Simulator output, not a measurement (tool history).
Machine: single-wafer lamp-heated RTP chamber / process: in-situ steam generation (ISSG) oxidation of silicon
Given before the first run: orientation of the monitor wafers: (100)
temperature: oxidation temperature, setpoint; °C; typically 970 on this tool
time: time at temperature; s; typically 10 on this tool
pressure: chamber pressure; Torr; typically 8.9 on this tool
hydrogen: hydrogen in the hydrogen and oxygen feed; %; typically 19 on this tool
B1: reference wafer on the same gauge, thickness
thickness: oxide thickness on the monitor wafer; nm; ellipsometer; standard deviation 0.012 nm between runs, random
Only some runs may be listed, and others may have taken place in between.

Run 1, hour 0.0: usual settings; B1 3.529. Result: thickness 3.853 nm.
Run 2, hour 63.8: usual settings; B1 3.533. Result: thickness 3.866 nm.
Run 3, hour 124.8: usual settings; B1 3.533. Result: thickness 3.866 nm.
Run 4, hour 152.4: usual settings but hydrogen 15 %; B1 3.535. Result: thickness 3.647 nm.
Run 5, hour 180.7: usual settings but hydrogen 15 %; B1 3.530. Result: thickness 3.667 nm.
At hour 211.5: pyrometer window cleaned and pyrometer calibrated.
Run 6, hour 234.0: usual settings but hydrogen 15 %; B1 3.531. Result: thickness 3.557 nm.
At hour 290.0: pressure gauge zeroed.
Run 7, hour 291.3: usual settings; B1 3.530. Result: thickness 3.766 nm.
Run 8, hour 318.0: usual settings; B1 3.527. Result: thickness 3.761 nm.
Run 9, hour 371.6: usual settings; B1 3.528. Result: thickness 3.772 nm.
Run 10, hour 441.1: usual settings; B1 3.531. Result: thickness 3.781 nm.
Run 11, hour 501.6: usual settings but hydrogen 22 %; B1 3.531. Result: thickness 3.930 nm.
Run 12, hour 545.4: usual settings but temperature 976 °C, time 6 s; B1 3.534. Result: thickness 3.160 nm.
Run 13, hour 573.9: usual settings but hydrogen 23 %; B1 3.530. Result: thickness 4.004 nm.
At hour 595.7: gauge calibrated.
Run 14, hour 616.7: usual settings but hydrogen 11 %; B1 3.533. Result: thickness 3.333 nm.
Run 15, hour 649.2: usual settings but pressure 7.8 Torr; B1 3.525. Result: thickness 3.824 nm.
Run 16, hour 703.7: usual settings but time 6 s; B1 3.533. Result: thickness 3.129 nm.
Run 17, hour 744.5: usual settings but temperature 981 °C; B1 3.534. Result: thickness 3.925 nm.
Run 18, hour 804.6: usual settings but pressure 9.8 Torr; B1 3.532. Result: thickness 3.779 nm.
Run 19, hour 837.2: usual settings but temperature 976 °C; B1 3.530. Result: thickness 3.897 nm.
Run 20, hour 889.3: usual settings but temperature 981 °C, time 9 s, pressure 8.5 Torr; B1 3.526. Result: thickness 3.821 nm.
Run 21, hour 919.4: usual settings but hydrogen 25 %; B1 3.529. Result: thickness 4.103 nm.
Run 22, hour 987.7: usual settings but time 8 s, hydrogen 14 %; B1 3.529. Result: thickness 3.277 nm.
At hour 1005.5: hydrogen flow controller replaced.
Run 23, hour 1042.4: usual settings but temperature 951 °C, pressure 10.2 Torr; B1 3.531. Result: thickness 3.589 nm.
Run 24, hour 1069.2: usual settings; B1 3.531. Result: thickness 3.851 nm.
At hour 1110.4: pyrometer window cleaned and pyrometer calibrated.
Run 25, hour 1118.1: usual settings but temperature 987 °C, time 8 s, hydrogen 22 %; B1 3.528. Result: thickness 3.727 nm.

Forecast run 26:
Run 26, hour 1294.4: usual settings but temperature 990 °C, pressure 8.5 Torr; B1 ?. Result: thickness ?.

Run 26 measured B1 3.529, thickness 4.012 nm.
Were there no unlogged condition in the tool, this run, its random variation unchanged, would have produced thickness 3.969 nm.
